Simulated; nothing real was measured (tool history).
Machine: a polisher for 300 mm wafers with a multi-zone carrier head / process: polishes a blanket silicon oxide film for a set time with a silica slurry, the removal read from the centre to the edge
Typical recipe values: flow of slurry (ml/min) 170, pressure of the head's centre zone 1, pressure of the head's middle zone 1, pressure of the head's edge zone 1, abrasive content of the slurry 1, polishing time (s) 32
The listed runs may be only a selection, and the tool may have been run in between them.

| run | hour | flow of slurry (ml/min) | pressure of the head's centre zone | pressure of the head's middle zone | pressure of the head's edge zone | abrasive content of the slurry | polishing time (s) | incoming thickness of the incoming film, nm | film removed at the wafer's centre (angstrom) | film removed at mid-radius (angstrom) | film removed at the wafer's edge (angstrom) |
|---|---|---|---|---|---|---|---|---|---|---|---|
| 1 | 0 | 170 | 1 | 1 | 1 | 1 | 32 | 1761.3 | 660 | 688 | 670 |
| 2 | 32.5 | 170 | 1 | 1.1 | 1 | 1 | 32 | 1718.2 | 655 | 736 | 668 |
| 3 | 53.5 | 170 | 1 | 1 | 1 | 0.75 | 36 | 1727.5 | 625 | 652 | 637 |
|  | 60.3 | worn pad replaced by a new one |
| 4 | 72.9 | 170 | 1.11 | 1 | 1 | 1 | 32 | 1726.4 | 776 | 743 | 724 |
| 5 | 92.4 | 170 | 1 | 1 | 1 | 1.3 | 32 | 1752.1 | 785 | 816 | 804 |
| 6 | 116.8 | 170 | 1.06 | 0.95 | 1 | 1.25 | 39 | 1729.6 | 964 | 902 | 943 |
| 7 | 149.8 | 170 | 1 | 1 | 1 | 1 | 32 | 1754.2 | 670 | 685 | 685 |
| 8 | 180.3 | 170 | 1 | 1.1 | 1 | 1 | 32 | 1727.6 | 662 | 735 | 680 |
| 9 | 201.2 | 170 | 0.94 | 1 | 1 | 1 | 32 | 1698.9 | 616 | 689 | 678 |
| 10 | 227.9 | 170 | 1 | 1 | 1 | 1 | 32 | 1718.4 | 667 | 672 | 667 |
| 11 | 250.1 | 125 | 1 | 1.04 | 1.09 | 1 | 32 | 1705.9 | 617 | 670 | 666 |
|  | 264.7 | edge zone pressure recalibrated |
|  | 271.5 | worn pad replaced by a new one |
| 12 | 280.7 | 170 | 1 | 1 | 0.96 | 1 | 29 | 1710.1 | 638 | 666 | 656 |
|  | 287.5 | slurry nozzle cleaned |
| 13 | 295.1 | 195 | 0.95 | 1 | 1.12 | 1 | 32 | 1690.4 | 666 | 732 | 738 |
| 14 | 308.3 | 170 | 1 | 1 | 1 | 1 | 32 | 1702.7 | 679 | 709 | 698 |
| 15 | 329.3 | 170 | 1 | 1.08 | 1 | 1 | 32 | 1746.8 | 680 | 731 | 694 |
| 16 | 349.5 | 170 | 1.09 | 0.93 | 1 | 0.85 | 32 | 1754.2 | 655 | 604 | 628 |
| 17 | 368.1 | 170 | 0.88 | 1 | 0.9 | 1 | 28 | 1755.9 | 519 | 606 | 573 |
| 18 | 399.2 | 140 | 1 | 1 | 1 | 1 | 32 | 1757.3 | 639 | 663 | 651 |
| 19 | 418.4 | 230 | 1.04 | 0.96 | 1 | 1 | 32 | 1727.7 | 707 | 694 | 701 |

Expected results for the next run?
|  | 447.8 | worn pad replaced by a new one |
| 20 | 452.5 | 170 | 1 | 1 | 1 | 1 | 32 | 1726.4 | ? | ? | ? |

film removed at the wafer's centre (angstrom): 704
film removed at mid-radius (angstrom): 730
film removed at the wafer's edge (angstrom): 730
Without the tool's hidden state the same run would have given film removed at the wafer's centre (angstrom) 713, film removed at mid-radius (angstrom) 739, film removed at the wafer's edge (angstrom) 739.

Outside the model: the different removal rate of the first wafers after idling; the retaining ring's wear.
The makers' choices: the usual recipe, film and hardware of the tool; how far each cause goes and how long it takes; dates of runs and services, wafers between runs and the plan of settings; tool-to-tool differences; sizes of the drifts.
